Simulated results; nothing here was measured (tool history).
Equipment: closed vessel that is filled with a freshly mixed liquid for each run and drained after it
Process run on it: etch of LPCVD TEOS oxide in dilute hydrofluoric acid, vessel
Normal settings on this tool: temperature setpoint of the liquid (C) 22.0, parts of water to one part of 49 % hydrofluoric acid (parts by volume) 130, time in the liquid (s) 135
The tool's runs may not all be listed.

run	hour	temperature setpoint of the liquid (C)	parts of water to one part of 49 % hydrofluoric acid (parts by volume)	time in the liquid (s)	wafers since the last listed run	hours since the thermometer was replaced	hours since the hydrofluoric acid flow meter was replaced	hours since the gauge calibration	read-back film thickness of the LPCVD TEOS oxide reference wafer, read on the same gauge (nm)	thickness taken off the LPCVD TEOS oxide on a monitor wafer (Å)
1	0.0	22.0	130	135	0	109.0	8.3	947.5	29.98	243.2
2	37.9	22.0	130	135	4325	146.9	46.2	985.4	29.97	242.5
3	84.0	22.0	130	135	5260	193.0	92.3	1031.5	29.97	241.3
4	144.5	22.0	130	135	6904	253.5	152.8	1092.0	29.98	242.3
5	182.4	24.5	130	135	4325	291.4	190.7	1129.9	30.02	266.9
6	284.9	24.5	130	135	11696	393.9	293.2	1232.4	29.99	264.8
7	346.6	22.0	150	95	7040	455.6	354.9	1294.1	30.00	142.5
8	436.0	22.0	150	95	10202	545.0	444.3	1383.5	30.00	144.3
9	507.6	20.5	105	135	8170	616.6	515.9	1455.1	30.01	287.8
10	593.0	20.5	105	135	9745	702.0	601.3	1540.5	29.99	285.3
11	665.8	19.5	170	135	8307	774.8	674.1	1613.3	30.04	158.5
12	757.5	19.5	170	135	10464	866.5	765.8	1705.0	29.99	158.5
13	807.2	19.5	170	135	5671	916.2	815.5	1754.7	30.01	158.3
14	867.4	24.5	130	150	6869	976.4	875.7	1814.9	29.99	292.4
15	908.3	24.5	130	150	4667	1017.3	916.6	1855.8	29.99	291.5
16	982.3	24.5	130	150	8444	1091.3	990.6	1929.8	30.01	292.1
17	1242.1	22.0	130	135	29647	1351.1	1250.4	2189.6	30.00	236.9
18	1286.9	22.0	130	135	5112	1395.9	1295.2	2234.4	30.01	235.1
19	1343.4	25.5	130	210	6447	1452.4	1351.7	2290.9	29.98	420.2
# hour 1351.6: hydrofluoric acid flow meter replaced
20	1423.1	20.5	105	135	8980	1532.1	71.5	2370.6	30.02	277.1
21	1508.5	22.0	130	135	9745	1617.5	156.9	2456.0	29.99	229.4
# hour 1576.4: gauge calibrated
# hour 1586.4: thermometer replaced
22	1610.0	20.5	130	155	11468	23.6	258.4	33.6	30.01	247.2
23	1701.0	22.0	130	135	10384	114.6	349.4	124.6	30.00	227.3
# hour 1748.0: hydrofluoric acid flow meter replaced, repeated, since the last time left the tool worse
24	1769.3	22.0	160	175	7680	182.9	21.3	192.9	29.99	246.5
25	1824.7	22.0	130	135	6322	238.3	76.7	248.3	30.00	242.5
26	1902.0	26.0	130	70	8821	315.6	154.0	325.6	29.98	145.6
27	1962.4	23.5	180	135	6892	376.0	214.4	386.0	30.00	174.4
28	2010.5	23.5	165	200	5489	424.1	262.5	434.1	29.99	286.9
29	2082.5	26.0	185	180	8216	496.1	334.5	506.1	29.99	247.7
30	2168.3	24.0	190	75	9791	581.9	420.3	591.9	29.98	91.9
31	2228.8	22.0	180	100	6904	642.4	480.8	652.4	29.97	121.8
32	2319.2	19.5	115	135	10316	732.8	571.2	742.8	30.00	249.6

Exercise: give the hidden state of the tool at every run:
liquid colder than its thermometer reads (K): 0, the same for each run
gauge reads high (%): 0, the same for each run
H1: hydrofluoric acid flow below the setpoint (%)
run	H1
1	0.0814
2	0.149
3	0.231
4	0.34
5	0.407
6	0.59
7	0.701
8	0.861
9	0.988
10	1.14
11	1.27
12	1.44
13	1.52
14	1.63
15	1.7
16	1.84
17	2.3
18	2.38
19	2.48
20	4.51
21	4.66
22	4.84
23	5
24	0.146
25	0.245
26	0.383
27	0.491
28	0.577
29	0.706
30	0.859
31	0.967
32	1.13

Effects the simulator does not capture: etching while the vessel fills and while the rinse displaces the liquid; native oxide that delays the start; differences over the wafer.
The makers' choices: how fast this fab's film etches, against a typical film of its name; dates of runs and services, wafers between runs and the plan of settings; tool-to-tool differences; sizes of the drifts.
